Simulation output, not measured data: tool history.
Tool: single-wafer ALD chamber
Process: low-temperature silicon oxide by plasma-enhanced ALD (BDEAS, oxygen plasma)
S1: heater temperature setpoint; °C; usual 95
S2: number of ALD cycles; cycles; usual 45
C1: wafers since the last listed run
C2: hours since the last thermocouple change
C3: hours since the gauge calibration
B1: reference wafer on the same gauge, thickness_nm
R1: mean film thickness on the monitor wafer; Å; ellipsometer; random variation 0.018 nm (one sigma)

run	hour	S1	S2	C1	C2	C3	B1	R1
1	0.0	95	41	0	675.9	419.1	5.453	58.29
2	43.0	95	41	197	718.9	462.1	5.452	58.39
3	95.7	95	41	242	771.6	514.8	5.448	58.39
4	149.8	95	45	248	825.7	568.9	5.450	64.39
5	351.5	95	45	926	1027.4	770.6	5.450	64.16
6	405.2	95	45	246	1081.1	824.3	5.451	64.39
7	576.6	95	45	787	1252.5	995.7	5.447	64.13
8	685.0	95	45	498	1360.9	1104.1	5.449	64.06
9	753.8	95	45	316	1429.7	1172.9	5.452	63.92
10	795.1	95	45	189	1471.0	1214.2	5.451	63.89
11	822.7	95	45	126	1498.6	1241.8	5.446	63.94
12	860.6	105	48	174	1536.5	1279.7	5.450	66.51
13	908.4	95	45	219	1584.3	1327.5	5.454	64.36
14	976.2	95	45	311	1652.1	1395.3	5.451	63.95
15	1040.7	95	45	296	1716.6	1459.8	5.449	63.85
# hour 1058.0: thermocouple changed; heater temperature recalibrated
16	1080.3	95	45	145	22.3	1499.4	5.451	63.14
17	1143.3	95	45	289	85.3	1562.4	5.448	63.69
18	1202.0	107	45	269	144.0	1621.1	5.450	61.74
19	1263.4	86	42	282	205.4	1682.5	5.450	60.48
20	1292.0	106	45	131	234.0	1711.1	5.451	62.15
21	1339.7	106	52	219	281.7	1758.8	5.449	71.78
22	1374.2	110	40	158	316.2	1793.3	5.451	54.31
23	1434.6	86	45	277	376.6	1853.7	5.448	64.73
24	1501.5	95	50	307	443.5	1920.6	5.449	70.09
25	1527.8	84	36	120	469.8	1946.9	5.451	52.60
26	1551.9	95	45	110	493.9	1971.0	5.450	63.30
# hour 1561.3: thermocouple changed; heater temperature recalibrated, repeated, since the last time left the tool worse
# hour 1590.4: gauge calibrated
27	1616.2	95	48	258	54.9	25.8	5.448	68.79
28	1641.7	95	40	117	80.4	51.3	5.450	57.25
29	1712.4	95	51	324	151.1	122.0	5.454	73.22
30	1771.3	110	39	270	210.0	180.9	5.455	54.12
31	1830.2	95	45	270	268.9	239.8	5.447	64.54
32	1894.5	105	37	295	333.2	304.1	5.450	51.70
33	2017.7	100	38	566	456.4	427.3	5.452	53.51
34	2072.9	95	45	253	511.6	482.5	5.448	64.64
35	2115.2	88	52	194	553.9	524.8	5.450	76.37

Below, each run's measurement less what the same run would have read without the hidden state. Both values contain the same run-to-run variation, but the gauge's scatter may not be the same in both:
The tool's hidden condition here consists of: wafer temperature above the value expected at the setpoint (K); gauge reads high (%).
run	R1
1	-0.23
2	-0.25
3	-0.27
4	-0.32
5	-0.42
6	-0.45
7	-0.54
8	-0.59
9	-0.62
10	-0.65
11	-0.65
12	-0.36
13	-0.71
14	-0.74
15	-0.77
16	-1.32
17	-1.35
18	-0.79
19	-1.49
20	-0.81
21	-0.95
22	-0.73
23	-1.68
24	-1.59
25	-1.40
26	-1.45
27	+0.00
28	-0.01
29	-0.05
30	-0.03
31	-0.10
32	-0.06
33	-0.09
34	-0.23
35	-0.29
